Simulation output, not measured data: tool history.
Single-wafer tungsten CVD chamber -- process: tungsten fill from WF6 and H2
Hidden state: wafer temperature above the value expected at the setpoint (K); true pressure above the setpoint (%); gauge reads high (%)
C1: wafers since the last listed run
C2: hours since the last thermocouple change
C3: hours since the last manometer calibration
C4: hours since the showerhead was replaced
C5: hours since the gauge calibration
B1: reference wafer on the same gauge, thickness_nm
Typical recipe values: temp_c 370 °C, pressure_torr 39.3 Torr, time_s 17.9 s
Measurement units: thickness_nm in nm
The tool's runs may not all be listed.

Run 1, hour 0: usual settings but temp_c 380 °C; C1 0; C2 845.6; C3 1160; C4 3369.4; C5 133.5; B1 36.143. Result: thickness_nm 43.732 nm.
Run 2, hour 68.8: usual settings but temp_c 380 °C; C1 1093; C2 914.4; C3 1228.8; C4 3438.2; C5 202.3; B1 35.995. Result: thickness_nm 43.716 nm.
Run 3, hour 102.4: usual settings but temp_c 380 °C; C1 533; C2 948; C3 1262.4; C4 3471.8; C5 235.9; B1 36.109. Result: thickness_nm 43.584 nm.
Run 4, hour 130.8: usual settings but temp_c 365 °C; C1 451; C2 976.4; C3 1290.8; C4 3500.2; C5 264.3; B1 36.059. Result: thickness_nm 33.144 nm.
Run 5, hour 181.1: usual settings but temp_c 365 °C; C1 799; C2 1026.7; C3 1341.1; C4 3550.5; C5 314.6; B1 36.176. Result: thickness_nm 33.315 nm.
Run 6, hour 297.1: usual settings but temp_c 365 °C; C1 1843; C2 1142.7; C3 1457.1; C4 3666.5; C5 430.6; B1 36.105. Result: thickness_nm 33.196 nm.
Run 7, hour 365.1: usual settings; C1 1080; C2 1210.7; C3 1525.1; C4 3734.5; C5 498.6; B1 36.07. Result: thickness_nm 36.771 nm.
Run 8, hour 427.9: usual settings; C1 997; C2 1273.5; C3 1587.9; C4 3797.3; C5 561.4; B1 36.099. Result: thickness_nm 36.677 nm.
Run 9, hour 458.2: usual settings; C1 481; C2 1303.8; C3 1618.2; C4 3827.6; C5 591.7; B1 36.121. Result: thickness_nm 36.939 nm.
At hour 502.2: thermocouple changed; heater temperature recalibrated.
Run 10, hour 516.6: usual settings but temp_c 362 °C; C1 800; C2 14.4; C3 1676.6; C4 3886; C5 650.1; B1 36.096. Result: thickness_nm 27.419 nm.
Run 11, hour 585.1: usual settings but temp_c 362 °C; C1 1088; C2 82.9; C3 1745.1; C4 3954.5; C5 718.6; B1 36.123. Result: thickness_nm 27.454 nm.
At hour 647.7: showerhead replaced.
Run 12, hour 653.1: usual settings; C1 953; C2 150.9; C3 1813.1; C4 5.4; C5 786.6; B1 36.133. Result: thickness_nm 32.248 nm.
At hour 686.9: capacitance manometer re-zeroed and calibrated.
At hour 728.9: thermocouple changed; heater temperature recalibrated, repeated, since the last time left the tool worse.
Run 13, hour 731.8: usual settings; C1 996; C2 2.9; C3 44.9; C4 84.1; C5 865.3; B1 36.109. Result: thickness_nm 35.08 nm.
Run 14, hour 807.4: usual settings but pressure_torr 44.1 Torr; C1 1201; C2 78.5; C3 120.5; C4 159.7; C5 940.9; B1 36.128. Result: thickness_nm 36.711 nm.
Run 15, hour 837.4: usual settings but temp_c 383 °C; C1 476; C2 108.5; C3 150.5; C4 189.7; C5 970.9; B1 36.029. Result: thickness_nm 44.767 nm.
Run 16, hour 866.8: usual settings but temp_c 381 °C; C1 467; C2 137.9; C3 179.9; C4 219.1; C5 1000.3; B1 36.044. Result: thickness_nm 42.866 nm.
Run 17, hour 937.6: usual settings but time_s 15 s; C1 1124; C2 208.7; C3 250.7; C4 289.9; C5 1071.1; B1 36.088. Result: thickness_nm 29.597 nm.
Run 18, hour 1005: usual settings but temp_c 359 °C, pressure_torr 35.2 Torr, time_s 19.6 s; C1 1070; C2 276.1; C3 318.1; C4 357.3; C5 1138.5; B1 36.091. Result: thickness_nm 30.32 nm.
At hour 1066.2: gauge calibrated.
Run 19, hour 1069.5: usual settings but temp_c 376 °C, pressure_torr 31.6 Torr, time_s 19.3 s; C1 1024; C2 340.6; C3 382.6; C4 421.8; C5 3.3; B1 36.102. Result: thickness_nm 39.817 nm.
Run 20, hour 1125: usual settings but temp_c 358 °C, pressure_torr 35.8 Torr; C1 881; C2 396.1; C3 438.1; C4 477.3; C5 58.8; B1 36.084. Result: thickness_nm 27.549 nm.
Run 21, hour 1173.9: usual settings; C1 777; C2 445; C3 487; C4 526.2; C5 107.7; B1 36.166. Result: thickness_nm 36.154 nm.
Run 22, hour 1240.4: usual settings but pressure_torr 42.5 Torr; C1 1056; C2 511.5; C3 553.5; C4 592.7; C5 174.2; B1 36.02. Result: thickness_nm 37.138 nm.
Run 23, hour 1289.2: usual settings but temp_c 379 °C, pressure_torr 46.1 Torr, time_s 19.5 s; C1 775; C2 560.3; C3 602.3; C4 641.5; C5 223; B1 36.046. Result: thickness_nm 48.519 nm.
Run 24, hour 1351.7: usual settings; C1 993; C2 622.8; C3 664.8; C4 704; C5 285.5; B1 36.063. Result: thickness_nm 35.98 nm.
Run 25, hour 1409.7: usual settings but temp_c 382 °C; C1 921; C2 680.8; C3 722.8; C4 762; C5 343.5; B1 36.141. Result: thickness_nm 44.7 nm.
Run 26, hour 1444.2: usual settings; C1 548; C2 715.3; C3 757.3; C4 796.5; C5 378; B1 36.158. Result: thickness_nm 36.269 nm.

Results for each run, recomputed without the tool's hidden state and with each run's random variation untouched:
run  thickness_nm
  1        42.312
  2        42.181
  3        41.996
  4        31.828
  5        31.923
  6        31.652
  7        35.006
  8        34.825
  9         35.03
 10        30.074
 11        30.023
 12        35.093
 13        34.986
 14        36.496
 15        44.465
 16        42.522
 17        29.265
 18        29.876
 19        39.164
 20        27.003
 21        35.397
 22        36.259
 23        47.305
 24        34.966
 25        43.396
 26        35.112
